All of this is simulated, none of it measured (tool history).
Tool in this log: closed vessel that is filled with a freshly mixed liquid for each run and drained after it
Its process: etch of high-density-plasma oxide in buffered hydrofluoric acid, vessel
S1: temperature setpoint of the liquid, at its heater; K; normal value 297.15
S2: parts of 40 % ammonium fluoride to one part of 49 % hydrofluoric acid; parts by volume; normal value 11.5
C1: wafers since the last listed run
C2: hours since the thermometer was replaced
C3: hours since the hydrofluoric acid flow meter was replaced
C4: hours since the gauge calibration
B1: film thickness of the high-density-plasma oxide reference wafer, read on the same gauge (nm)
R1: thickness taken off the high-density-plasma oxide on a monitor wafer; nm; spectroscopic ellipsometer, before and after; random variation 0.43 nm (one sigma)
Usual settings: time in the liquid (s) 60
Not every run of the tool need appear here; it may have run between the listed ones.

Run 1, day 0: usual settings but S2 8.5 parts by volume; C1 0; C2 1582; C3 259.6; C4 1148.5; B1 110.01. Result: R1 74.99 nm.
Run 2, day 3.25: usual settings; C1 6089; C2 1660; C3 337.6; C4 1226.5; B1 110. Result: R1 58.6 nm.
Run 3, day 7.708: usual settings; C1 8354; C2 1767; C3 444.6; C4 1333.5; B1 109.98. Result: R1 57.93 nm.
Run 4, day 10.438: usual settings; C1 5113; C2 1832.5; C3 510.1; C4 1399; B1 110. Result: R1 57.2 nm.
Run 5, day 14.404: usual settings but time in the liquid (s) 55; C1 7432; C2 1927.7; C3 605.3; C4 1494.2; B1 110.01. Result: R1 52.8 nm.
Run 6, day 15.975: usual settings but time in the liquid (s) 70; C1 2943; C2 1965.4; C3 643; C4 1531.9; B1 110.03. Result: R1 67.76 nm.
Run 7, day 20.129: usual settings; C1 7784; C2 2065.1; C3 742.7; C4 1631.6; B1 109.96. Result: R1 57.86 nm.
Run 8, day 22.558: usual settings; C1 4551; C2 2123.4; C3 801; C4 1689.9; B1 109.99. Result: R1 56.46 nm.
Run 9, day 26.646: usual settings; C1 7659; C2 2221.5; C3 899.1; C4 1788; B1 110. Result: R1 57.25 nm.
Run 10, day 29.196: usual settings; C1 4778; C2 2282.7; C3 960.3; C4 1849.2; B1 110. Result: R1 57.02 nm.
Run 11, day 31.029: usual settings; C1 3435; C2 2326.7; C3 1004.3; C4 1893.2; B1 110.01. Result: R1 56.43 nm.
Run 12, day 35.496: usual settings; C1 8369; C2 2433.9; C3 1111.5; C4 2000.4; B1 110.01. Result: R1 56.43 nm.
Run 13, day 37.171: usual settings; C1 3138; C2 2474.1; C3 1151.7; C4 2040.6; B1 110.01. Result: R1 56.84 nm.
At day 39.108: thermometer replaced.
Run 14, day 40.346: usual settings; C1 5871; C2 29.7; C3 1227.9; C4 2116.8; B1 110.01. Result: R1 60.19 nm.
Run 15, day 44.304: usual settings; C1 7417; C2 124.7; C3 1322.9; C4 2211.8; B1 110. Result: R1 60.99 nm.
Run 16, day 48.704: usual settings; C1 8244; C2 230.3; C3 1428.5; C4 2317.4; B1 109.99. Result: R1 61.06 nm.
At day 49.404: gauge calibrated.
Run 17, day 51.058: usual settings but S1 294.65 K, S2 8 parts by volume, time in the liquid (s) 85; C1 4411; C2 286.8; C3 1485; C4 39.7; B1 110. Result: R1 103.22 nm.
Run 18, day 55.388: usual settings but time in the liquid (s) 40; C1 8111; C2 390.7; C3 1588.9; C4 143.6; B1 110. Result: R1 39.98 nm.
Run 19, day 57.596: usual settings but S1 293.15 K, S2 15.5 parts by volume; C1 4137; C2 443.7; C3 1641.9; C4 196.6; B1 110. Result: R1 35.86 nm.
At day 61.425: hydrofluoric acid flow meter replaced.
Run 20, day 70.967: usual settings; C1 24976; C2 764.6; C3 229; C4 517.5; B1 110.01. Result: R1 59.98 nm.
Run 21, day 74.296: usual settings but S2 14 parts by volume; C1 6238; C2 844.5; C3 308.9; C4 597.4; B1 109.98. Result: R1 49.24 nm.
Run 22, day 78.267: usual settings but S1 295.15 K, time in the liquid (s) 35; C1 7440; C2 939.8; C3 404.2; C4 692.7; B1 110.01. Result: R1 30.79 nm.
Run 23, day 82.525: usual settings but S2 13.5 parts by volume; C1 7979; C2 1042; C3 506.4; C4 794.9; B1 110. Result: R1 50.82 nm.
Run 24, day 86.558: usual settings but time in the liquid (s) 30; C1 7557; C2 1138.8; C3 603.2; C4 891.7; B1 109.99. Result: R1 29.81 nm.
Run 25, day 90.462: usual settings; C1 7315; C2 1232.5; C3 696.9; C4 985.4; B1 109.99. Result: R1 59.01 nm.
Run 26, day 93.608: usual settings but S1 292.65 K; C1 5894; C2 1308; C3 772.4; C4 1060.9; B1 110. Result: R1 45.7 nm.
Run 27, day 96.783: usual settings but S2 9.5 parts by volume; C1 5949; C2 1384.2; C3 848.6; C4 1137.1; B1 110.02. Result: R1 68.72 nm.
Run 28, day 99.671: usual settings but S1 299.15 K, S2 9.5 parts by volume; C1 5410; C2 1453.5; C3 917.9; C4 1206.4; B1 110. Result: R1 76.92 nm.
Run 29, day 101.404: usual settings; C1 3247; C2 1495.1; C3 959.5; C4 1248; B1 110.02. Result: R1 58.82 nm.
Run 30, day 103.938: usual settings but S1 293.15 K, S2 10.5 parts by volume, time in the liquid (s) 40; C1 4746; C2 1555.9; C3 1020.3; C4 1308.8; B1 110. Result: R1 33.81 nm.
Run 31, day 108.212: usual settings but S1 302.15 K, S2 10 parts by volume, time in the liquid (s) 90; C1 8010; C2 1658.5; C3 1122.9; C4 1411.4; B1 109.99. Result: R1 129.49 nm.

How the hidden state differs across the entries between the runs, from the last listed run before each to the first after it:
Run 13 -> run 14: thermometer replaced (day 39.108)
  liquid colder than its thermometer reads (K): 1.57 -> 0.211
  measured less the result without the state, R1: -5.11 -> -0.7 nm
Run 16 -> run 17: gauge calibrated (day 49.404)
  liquid colder than its thermometer reads (K): 0.33 -> 0.363
  measured less the result without the state, R1: -1.11 -> -2.08 nm
Run 19 -> run 20: hydrofluoric acid flow meter replaced (day 61.425)
  liquid colder than its thermometer reads (K): 0.456 -> 0.646
  measured less the result without the state, R1: -0.94 -> -2.17 nm
